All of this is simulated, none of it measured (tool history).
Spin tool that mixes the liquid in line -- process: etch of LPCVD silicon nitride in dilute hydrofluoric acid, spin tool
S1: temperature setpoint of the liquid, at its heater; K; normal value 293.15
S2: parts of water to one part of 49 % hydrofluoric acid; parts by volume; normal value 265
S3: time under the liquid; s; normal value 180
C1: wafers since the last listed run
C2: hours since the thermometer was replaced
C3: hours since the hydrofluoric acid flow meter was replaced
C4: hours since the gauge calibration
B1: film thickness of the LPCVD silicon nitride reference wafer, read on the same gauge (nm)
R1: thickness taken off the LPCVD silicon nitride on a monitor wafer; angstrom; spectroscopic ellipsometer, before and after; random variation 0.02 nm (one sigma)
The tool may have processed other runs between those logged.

| run | hour | S1 | S2 | S3 | C1 | C2 | C3 | C4 | B1 | R1 |
|---|---|---|---|---|---|---|---|---|---|---|
| 1 | 0 | 293.15 | 265 | 180 | 0 | 1136.3 | 991.8 | 177.3 | 89.988 | 2.8 |
| 2 | 19.3 | 293.15 | 265 | 180 | 117 | 1155.6 | 1011.1 | 196.6 | 89.998 | 2.89 |
| 3 | 54.9 | 293.15 | 180 | 180 | 217 | 1191.2 | 1046.7 | 232.2 | 90.003 | 3.98 |
| 4 | 83 | 293.15 | 180 | 180 | 171 | 1219.3 | 1074.8 | 260.3 | 89.992 | 4.24 |
| 5 | 99.4 | 296.15 | 315 | 180 | 100 | 1235.7 | 1091.2 | 276.7 | 90.009 | 2.77 |
| 6 | 134.2 | 293.15 | 265 | 255 | 212 | 1270.5 | 1126 | 311.5 | 89.998 | 3.77 |
| 7 | 149.3 | 293.15 | 265 | 255 | 92 | 1285.6 | 1141.1 | 326.6 | 89.988 | 3.78 |
|  | 163.5 | hydrofluoric acid flow meter replaced |
| 8 | 168.6 | 293.15 | 175 | 180 | 111 | 1304.9 | 5.1 | 345.9 | 89.999 | 4 |
| 9 | 182.7 | 295.15 | 190 | 80 | 86 | 1319 | 19.2 | 360 | 90.012 | 2.25 |
| 10 | 216.7 | 293.15 | 265 | 95 | 207 | 1353 | 53.2 | 394 | 90.01 | 1.53 |
| 11 | 237.7 | 293.15 | 220 | 80 | 128 | 1374 | 74.2 | 415 | 90.005 | 1.35 |
| 12 | 250 | 290.15 | 265 | 180 | 75 | 1386.3 | 86.5 | 427.3 | 90.013 | 2.65 |
| 13 | 274.6 | 293.15 | 265 | 180 | 150 | 1410.9 | 111.1 | 451.9 | 90.002 | 2.82 |
| 14 | 297.6 | 295.15 | 330 | 270 | 140 | 1433.9 | 134.1 | 474.9 | 89.994 | 3.93 |
| 15 | 314.4 | 295.65 | 380 | 250 | 102 | 1450.7 | 150.9 | 491.7 | 90.019 | 2.83 |
| 16 | 349.7 | 293.15 | 150 | 180 | 215 | 1486 | 186.2 | 527 | 90.002 | 4.73 |
|  | 414.1 | gauge calibrated |
| 17 | 425.7 | 293.15 | 180 | 180 | 464 | 1562 | 262.2 | 11.6 | 89.995 | 3.93 |
|  | 428.3 | thermometer replaced |
| 18 | 458.1 | 291.65 | 265 | 135 | 191 | 29.8 | 294.6 | 44 | 89.996 | 2.09 |
| 19 | 472.7 | 295.65 | 265 | 140 | 89 | 44.4 | 309.2 | 58.6 | 90.007 | 2.71 |
| 20 | 495.5 | 291.65 | 360 | 180 | 139 | 67.2 | 332 | 81.4 | 90.002 | 1.72 |
| 21 | 510.4 | 293.15 | 265 | 180 | 90 | 82.1 | 346.9 | 96.3 | 90.015 | 2.56 |
| 22 | 530.6 | 298.15 | 265 | 285 | 123 | 102.3 | 367.1 | 116.5 | 89.998 | 6.06 |
| 23 | 546 | 296.15 | 265 | 220 | 94 | 117.7 | 382.5 | 131.9 | 89.999 | 3.61 |
| 24 | 559.1 | 293.15 | 265 | 180 | 79 | 130.8 | 395.6 | 145 | 90.004 | 2.92 |
| 25 | 575.9 | 290.15 | 170 | 130 | 102 | 147.6 | 412.4 | 161.8 | 90.012 | 2.45 |
| 26 | 590.2 | 293.15 | 220 | 180 | 87 | 161.9 | 426.7 | 176.1 | 90.007 | 3.2 |
| 27 | 612 | 297.65 | 265 | 250 | 133 | 183.7 | 448.5 | 197.9 | 89.984 | 5.74 |
| 28 | 632.1 | 293.15 | 265 | 180 | 122 | 203.8 | 468.6 | 218 | 90.011 | 2.71 |
| 29 | 655.8 | 290.65 | 265 | 255 | 144 | 227.5 | 492.3 | 241.7 | 90.001 | 3.31 |
| 30 | 672 | 290.15 | 380 | 180 | 98 | 243.7 | 508.5 | 257.9 | 90.014 | 1.72 |
| 31 | 707.6 | 293.15 | 375 | 180 | 217 | 279.3 | 544.1 | 293.5 | 89.995 | 2.04 |
| 32 | 726.7 | 290.15 | 310 | 80 | 116 | 298.4 | 563.2 | 312.6 | 89.999 | 1 |

For each entry between runs, how does the tool's hidden state at the last listed run before it compare with that at the first listed run after it?
From run 7 to run 8: hydrofluoric acid flow meter replaced (hour 163.5)
  nothing in the hidden state changes from one run to the other
From run 16 to run 17: gauge calibrated (hour 414.1)
  nothing in the hidden state changes from one run to the other
From run 17 to run 18: thermometer replaced (hour 428.3)
  nothing in the hidden state changes from one run to the other

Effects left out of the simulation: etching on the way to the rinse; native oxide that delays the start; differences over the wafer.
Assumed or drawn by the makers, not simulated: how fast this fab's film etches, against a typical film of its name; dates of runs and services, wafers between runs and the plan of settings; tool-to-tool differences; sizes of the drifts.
